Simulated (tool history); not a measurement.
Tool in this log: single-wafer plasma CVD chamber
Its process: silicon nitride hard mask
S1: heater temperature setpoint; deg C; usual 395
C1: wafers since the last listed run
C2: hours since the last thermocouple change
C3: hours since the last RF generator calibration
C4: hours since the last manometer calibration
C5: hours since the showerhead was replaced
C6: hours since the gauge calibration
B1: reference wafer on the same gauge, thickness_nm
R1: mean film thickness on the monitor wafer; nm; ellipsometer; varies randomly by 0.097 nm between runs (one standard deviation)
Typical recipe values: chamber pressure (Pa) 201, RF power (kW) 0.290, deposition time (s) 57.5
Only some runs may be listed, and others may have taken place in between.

run 1 hour=0.0 | S1=395 chamber_pressure_(Pa)=201 RF_power_(kW)=0.290 deposition_time_(s)=57.5 | C1=0 C2=1785.6 C3=2239.1 C4=2004.1 C5=4499.6 C6=110.3 | B1=66.931 | R1=58.869
run 2 hour=52.4 | S1=395 chamber_pressure_(Pa)=201 RF_power_(kW)=0.290 deposition_time_(s)=57.5 | C1=897 C2=1838.0 C3=2291.5 C4=2056.5 C5=4552.0 C6=162.7 | B1=66.897 | R1=58.593
run 3 hour=65.6 | S1=395 chamber_pressure_(Pa)=201 RF_power_(kW)=0.270 deposition_time_(s)=49.1 | C1=226 C2=1851.2 C3=2304.7 C4=2069.7 C5=4565.2 C6=175.9 | B1=66.874 | R1=47.441
run 4 hour=78.6 | S1=395 chamber_pressure_(Pa)=201 RF_power_(kW)=0.270 deposition_time_(s)=49.1 | C1=222 C2=1864.2 C3=2317.7 C4=2082.7 C5=4578.2 C6=188.9 | B1=66.925 | R1=47.517
run 5 hour=88.1 | S1=395 chamber_pressure_(Pa)=201 RF_power_(kW)=0.270 deposition_time_(s)=49.1 | C1=162 C2=1873.7 C3=2327.2 C4=2092.2 C5=4587.7 C6=198.4 | B1=66.895 | R1=47.334
run 6 hour=101.1 | S1=395 chamber_pressure_(Pa)=201 RF_power_(kW)=0.290 deposition_time_(s)=57.5 | C1=222 C2=1886.7 C3=2340.2 C4=2105.2 C5=4600.7 C6=211.4 | B1=66.921 | R1=58.390
run 7 hour=118.3 | S1=395 chamber_pressure_(Pa)=201 RF_power_(kW)=0.290 deposition_time_(s)=57.5 | C1=294 C2=1903.9 C3=2357.4 C4=2122.4 C5=4617.9 C6=228.6 | B1=66.886 | R1=58.233
run 8 hour=127.0 | S1=395 chamber_pressure_(Pa)=201 RF_power_(kW)=0.290 deposition_time_(s)=57.5 | C1=149 C2=1912.6 C3=2366.1 C4=2131.1 C5=4626.6 C6=237.3 | B1=66.876 | R1=58.204
-- hour=136.1 RF generator calibrated
run 9 hour=139.7 | S1=389 chamber_pressure_(Pa)=201 RF_power_(kW)=0.290 deposition_time_(s)=60.8 | C1=80 C2=1925.3 C3=3.6 C4=2143.8 C5=4639.3 C6=250.0 | B1=66.901 | R1=66.434
run 10 hour=154.5 | S1=389 chamber_pressure_(Pa)=201 RF_power_(kW)=0.290 deposition_time_(s)=60.8 | C1=253 C2=1940.1 C3=18.4 C4=2158.6 C5=4654.1 C6=264.8 | B1=66.908 | R1=66.221
-- hour=169.2 capacitance manometer re-zeroed and calibrated
run 11 hour=169.7 | S1=395 chamber_pressure_(Pa)=201 RF_power_(kW)=0.260 deposition_time_(s)=57.5 | C1=123 C2=1955.3 C3=33.6 C4=0.5 C5=4669.3 C6=280.0 | B1=66.901 | R1=60.192
run 12 hour=178.0 | S1=395 chamber_pressure_(Pa)=201 RF_power_(kW)=0.260 deposition_time_(s)=57.5 | C1=142 C2=1963.6 C3=41.9 C4=8.8 C5=4677.6 C6=288.3 | B1=66.881 | R1=60.164
run 13 hour=191.7 | S1=395 chamber_pressure_(Pa)=201 RF_power_(kW)=0.260 deposition_time_(s)=57.5 | C1=234 C2=1977.3 C3=55.6 C4=22.5 C5=4691.3 C6=302.0 | B1=66.886 | R1=60.273
run 14 hour=207.6 | S1=395 chamber_pressure_(Pa)=201 RF_power_(kW)=0.290 deposition_time_(s)=64.5 | C1=272 C2=1993.2 C3=71.5 C4=38.4 C5=4707.2 C6=317.9 | B1=66.878 | R1=72.775
-- hour=213.8 gauge calibrated
-- hour=218.6 thermocouple changed; heater temperature recalibrated
run 15 hour=223.7 | S1=395 chamber_pressure_(Pa)=201 RF_power_(kW)=0.290 deposition_time_(s)=57.5 | C1=138 C2=5.1 C3=87.6 C4=54.5 C5=4723.3 C6=9.9 | B1=66.873 | R1=64.970
run 16 hour=240.9 | S1=395 chamber_pressure_(Pa)=216 RF_power_(kW)=0.290 deposition_time_(s)=52.0 | C1=294 C2=22.3 C3=104.8 C4=71.7 C5=4740.5 C6=27.1 | B1=66.915 | R1=60.492
run 17 hour=252.8 | S1=405 chamber_pressure_(Pa)=177 RF_power_(kW)=0.290 deposition_time_(s)=57.5 | C1=203 C2=34.2 C3=116.7 C4=83.6 C5=4752.4 C6=39.0 | B1=66.886 | R1=60.774
run 18 hour=265.5 | S1=400 chamber_pressure_(Pa)=201 RF_power_(kW)=0.250 deposition_time_(s)=57.5 | C1=217 C2=46.9 C3=129.4 C4=96.3 C5=4765.1 C6=51.7 | B1=66.891 | R1=58.290
run 19 hour=279.6 | S1=395 chamber_pressure_(Pa)=201 RF_power_(kW)=0.290 deposition_time_(s)=57.5 | C1=241 C2=61.0 C3=143.5 C4=110.4 C5=4779.2 C6=65.8 | B1=66.879 | R1=64.791
run 20 hour=290.3 | S1=395 chamber_pressure_(Pa)=248 RF_power_(kW)=0.290 deposition_time_(s)=57.5 | C1=183 C2=71.7 C3=154.2 C4=121.1 C5=4789.9 C6=76.5 | B1=66.919 | R1=70.586
run 21 hour=297.4 | S1=395 chamber_pressure_(Pa)=201 RF_power_(kW)=0.265 deposition_time_(s)=48.0 | C1=121 C2=78.8 C3=161.3 C4=128.2 C5=4797.0 C6=83.6 | B1=66.923 | R1=50.835
run 22 hour=305.0 | S1=395 chamber_pressure_(Pa)=231 RF_power_(kW)=0.240 deposition_time_(s)=57.5 | C1=130 C2=86.4 C3=168.9 C4=135.8 C5=4804.6 C6=91.2 | B1=66.925 | R1=59.997
-- hour=314.3 showerhead replaced
run 23 hour=322.2 | S1=395 chamber_pressure_(Pa)=237 RF_power_(kW)=0.290 deposition_time_(s)=57.5 | C1=157 C2=103.6 C3=186.1 C4=153.0 C5=7.9 C6=108.4 | B1=66.909 | R1=69.373
run 24 hour=332.3 | S1=395 chamber_pressure_(Pa)=201 RF_power_(kW)=0.275 deposition_time_(s)=57.5 | C1=173 C2=113.7 C3=196.2 C4=163.1 C5=18.0 C6=118.5 | B1=66.876 | R1=62.537
run 25 hour=347.0 | S1=385 chamber_pressure_(Pa)=229 RF_power_(kW)=0.245 deposition_time_(s)=46.4 | C1=251 C2=128.4 C3=210.9 C4=177.8 C5=32.7 C6=133.2 | B1=66.926 | R1=49.352
run 26 hour=360.8 | S1=395 chamber_pressure_(Pa)=201 RF_power_(kW)=0.290 deposition_time_(s)=57.5 | C1=236 C2=142.2 C3=224.7 C4=191.6 C5=46.5 C6=147.0 | B1=66.894 | R1=64.635
run 27 hour=376.9 | S1=391 chamber_pressure_(Pa)=201 RF_power_(kW)=0.290 deposition_time_(s)=62.4 | C1=275 C2=158.3 C3=240.8 C4=207.7 C5=62.6 C6=163.1 | B1=66.883 | R1=70.389
run 28 hour=394.2 | S1=395 chamber_pressure_(Pa)=159 RF_power_(kW)=0.290 deposition_time_(s)=63.5 | C1=296 C2=175.6 C3=258.1 C4=225.0 C5=79.9 C6=180.4 | B1=66.917 | R1=62.945
run 29 hour=410.4 | S1=395 chamber_pressure_(Pa)=201 RF_power_(kW)=0.290 deposition_time_(s)=57.5 | C1=277 C2=191.8 C3=274.3 C4=241.2 C5=96.1 C6=196.6 | B1=66.878 | R1=64.798

How the hidden state differs across the entries between the runs, from the last listed run before each to the first after it:
After run 8, before run 9: RF generator calibrated (hour 136.1)
  delivered RF power above the setpoint (%): -10.2 -> -0.249; true pressure above the setpoint (%): -6.79 -> -6.84
  measured minus no-state result, R1: -6.642 -> -2.385 nm
After run 10, before run 11: capacitance manometer re-zeroed and calibrated (hour 169.2)
  delivered RF power above the setpoint (%): -0.25 -> -0.251; true pressure above the setpoint (%): -6.89 -> 0.636
  measured minus no-state result, R1: -2.397 -> +0.064 nm
After run 14, before run 15: gauge calibrated (hour 213.8); thermocouple changed; heater temperature recalibrated (hour 218.6)
  delivered RF power above the setpoint (%): -0.258 -> -0.262; true pressure above the setpoint (%): 0.507 -> 0.453
  measured minus no-state result, R1: +0.037 -> +0.015 nm
After run 22, before run 23: showerhead replaced (hour 314.3)
  delivered RF power above the setpoint (%): -0.298 -> -0.309; true pressure above the setpoint (%): 0.177 -> 0.119
  measured minus no-state result, R1: -0.082 -> -0.111 nm
